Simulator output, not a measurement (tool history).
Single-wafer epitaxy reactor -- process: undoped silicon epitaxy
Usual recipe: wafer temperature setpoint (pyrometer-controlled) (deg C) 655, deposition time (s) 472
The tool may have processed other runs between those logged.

run     day  wafer temperature setpoint (pyrometer-controlled) (deg C)  deposition time (s)  wafers since the last listed run  hours since the last pyrometer calibration  hours since the gauge calibration  read-back reference wafer on the same gauge, thickness_nm  mean film thickness on the monitor wafer (nm)
  1       0                                                        655                  502                                 0                                       761.3                              349.5                                                    105.488                                         98.286
  2   2.654                                                        655                  502                               246                                         825                              413.2                                                    105.341                                         98.677
  3   5.525                                                        655                  502                               266                                       893.9                              482.1                                                    105.373                                          99.05
  4   7.958                                                        660                  422                               226                                       952.3                              540.5                                                    105.439                                         93.981
  5  10.725                                                        655                  472                               257                                      1018.7                              606.9                                                    105.385                                         93.785
  6  12.338                                                        655                  472                               149                                      1057.4                              645.6                                                    105.228                                         94.181
  7  15.117                                                        655                  537                               258                                      1124.1                              712.3                                                    105.252                                        108.824
     16.308  -- gauge calibrated
  8  18.096                                                        662                  566                               276                                      1195.6                               42.9                                                    105.205                                        135.267

What will run 9 give?
  9  19.342                                                        655                  438                               115                                      1225.5                               72.8                                                          ?                                              ?

read-back reference wafer on the same gauge, thickness_nm: 105.304
mean film thickness on the monitor wafer (nm): 89.605
With no hidden state in the tool, this same run would have given mean film thickness on the monitor wafer (nm) 83.638.

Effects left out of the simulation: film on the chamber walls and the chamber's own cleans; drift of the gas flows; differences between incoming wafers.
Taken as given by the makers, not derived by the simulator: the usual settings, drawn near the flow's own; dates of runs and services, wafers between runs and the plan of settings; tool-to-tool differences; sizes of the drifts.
